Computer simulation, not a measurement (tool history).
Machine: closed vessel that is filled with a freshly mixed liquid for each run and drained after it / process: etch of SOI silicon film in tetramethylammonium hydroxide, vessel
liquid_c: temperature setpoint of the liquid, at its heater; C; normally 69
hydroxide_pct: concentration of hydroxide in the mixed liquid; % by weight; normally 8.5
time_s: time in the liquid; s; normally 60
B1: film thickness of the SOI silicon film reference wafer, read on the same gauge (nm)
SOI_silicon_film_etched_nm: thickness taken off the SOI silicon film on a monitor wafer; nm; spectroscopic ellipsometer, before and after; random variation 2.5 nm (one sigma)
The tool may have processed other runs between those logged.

Run 1, day 0: usual settings; B1 39.96. Result: SOI_silicon_film_etched_nm 397.5 nm.
At day 0.179: gauge calibrated.
Run 2, day 0.467: usual settings; B1 40. Result: SOI_silicon_film_etched_nm 397.96 nm.
Run 3, day 0.908: usual settings; B1 40. Result: SOI_silicon_film_etched_nm 400.93 nm.
Run 4, day 1.608: usual settings; B1 40. Result: SOI_silicon_film_etched_nm 400.83 nm.
Run 5, day 2.15: usual settings; B1 39.99. Result: SOI_silicon_film_etched_nm 400.06 nm.
Run 6, day 2.825: usual settings; B1 40.06. Result: SOI_silicon_film_etched_nm 395.75 nm.
Run 7, day 3.275: usual settings; B1 39.96. Result: SOI_silicon_film_etched_nm 396.94 nm.
Run 8, day 3.929: usual settings; B1 40.01. Result: SOI_silicon_film_etched_nm 397.19 nm.
Run 9, day 4.679: usual settings; B1 40. Result: SOI_silicon_film_etched_nm 398.77 nm.
Run 10, day 5.179: usual settings; B1 39.99. Result: SOI_silicon_film_etched_nm 399.96 nm.
Run 11, day 5.696: usual settings; B1 40.02. Result: SOI_silicon_film_etched_nm 400.12 nm.
Run 12, day 6.275: usual settings; B1 40.01. Result: SOI_silicon_film_etched_nm 395.25 nm.
Run 13, day 6.721: usual settings but time_s 40 s; B1 40. Result: SOI_silicon_film_etched_nm 266.08 nm.
Run 14, day 7.158: usual settings but liquid_c 67 C, hydroxide_pct 10.5 % by weight, time_s 90 s; B1 40.03. Result: SOI_silicon_film_etched_nm 488.01 nm.
At day 7.229: thermometer replaced.
Run 15, day 7.829: usual settings but liquid_c 65 C, hydroxide_pct 7 % by weight, time_s 45 s; B1 40. Result: SOI_silicon_film_etched_nm 227.14 nm.
Run 16, day 8.379: usual settings but liquid_c 65.5 C, hydroxide_pct 6 % by weight; B1 40.01. Result: SOI_silicon_film_etched_nm 322.29 nm.
Run 17, day 9.029: usual settings; B1 39.97. Result: SOI_silicon_film_etched_nm 368.43 nm.
At day 10.358: thermometer replaced, repeated, since the last time left the tool worse.
At day 10.588: hydroxide flow meter replaced.
Run 18, day 11.025: usual settings; B1 40. Result: SOI_silicon_film_etched_nm 444.68 nm.
Run 19, day 11.55: usual settings but liquid_c 74.5 C, hydroxide_pct 10 % by weight, time_s 35 s; B1 39.98. Result: SOI_silicon_film_etched_nm 329.22 nm.
At day 11.8: gauge calibrated.
Run 20, day 12.221: usual settings; B1 40.03. Result: SOI_silicon_film_etched_nm 439.06 nm.
Run 21, day 12.671: usual settings but liquid_c 64 C, time_s 45 s; B1 40.01. Result: SOI_silicon_film_etched_nm 240.24 nm.
Run 22, day 13: usual settings but liquid_c 75 C; B1 40.02. Result: SOI_silicon_film_etched_nm 620.21 nm.
Run 23, day 13.404: usual settings but liquid_c 73.5 C, hydroxide_pct 10.5 % by weight, time_s 90 s; B1 40. Result: SOI_silicon_film_etched_nm 792.67 nm.
Run 24, day 13.662: usual settings but hydroxide_pct 7 % by weight, time_s 35 s; B1 40.02. Result: SOI_silicon_film_etched_nm 270.59 nm.
Run 25, day 14.046: usual settings but hydroxide_pct 6.5 % by weight, time_s 70 s; B1 39.99. Result: SOI_silicon_film_etched_nm 549.73 nm.
Run 26, day 14.4: usual settings; B1 40.01. Result: SOI_silicon_film_etched_nm 439.57 nm.
Run 27, day 14.738: usual settings but liquid_c 74 C; B1 39.95. Result: SOI_silicon_film_etched_nm 581.34 nm.
Run 28, day 15.029: usual settings; B1 40. Result: SOI_silicon_film_etched_nm 435.23 nm.
Run 29, day 15.7: usual settings but hydroxide_pct 7.5 % by weight; B1 39.99. Result: SOI_silicon_film_etched_nm 455.98 nm.
Run 30, day 16.292: usual settings but liquid_c 72 C, hydroxide_pct 9.5 % by weight, time_s 35 s; B1 39.98. Result: SOI_silicon_film_etched_nm 289.94 nm.
Run 31, day 16.929: usual settings but time_s 35 s; B1 39.97. Result: SOI_silicon_film_etched_nm 252.27 nm.
Run 32, day 17.246: usual settings but hydroxide_pct 6.5 % by weight, time_s 70 s; B1 39.96. Result: SOI_silicon_film_etched_nm 548.14 nm.
Run 33, day 17.629: usual settings but liquid_c 77 C; B1 40.03. Result: SOI_silicon_film_etched_nm 692.98 nm.
Run 34, day 18.3: usual settings; B1 40.01. Result: SOI_silicon_film_etched_nm 438.67 nm.

What would each run have given without the hidden state, its run-to-run variation left as it was?
What the log doesn't record here: liquid colder than its thermometer reads (K); hydroxide flow above the setpoint (%); gauge reads high (%).
run  SOI_silicon_film_etched_nm
  1                      439.44
  2                       440.2
  3                      443.75
  4                      443.91
  5                      443.32
  6                      439.06
  7                      440.64
  8                       441.2
  9                      443.21
 10                       444.8
 11                      445.24
 12                      440.34
 13                      296.61
 14                      544.71
 15                      276.13
 16                      391.82
 17                      446.39
 18                      448.11
 19                      331.87
 20                      443.23
 21                      242.59
 22                      626.25
 23                      800.93
 24                      273.48
 25                      555.94
 26                       444.8
 27                      588.39
 28                      440.67
 29                      462.22
 30                      294.01
 31                      256.02
 32                      556.62
 33                      703.23
 34                      445.99
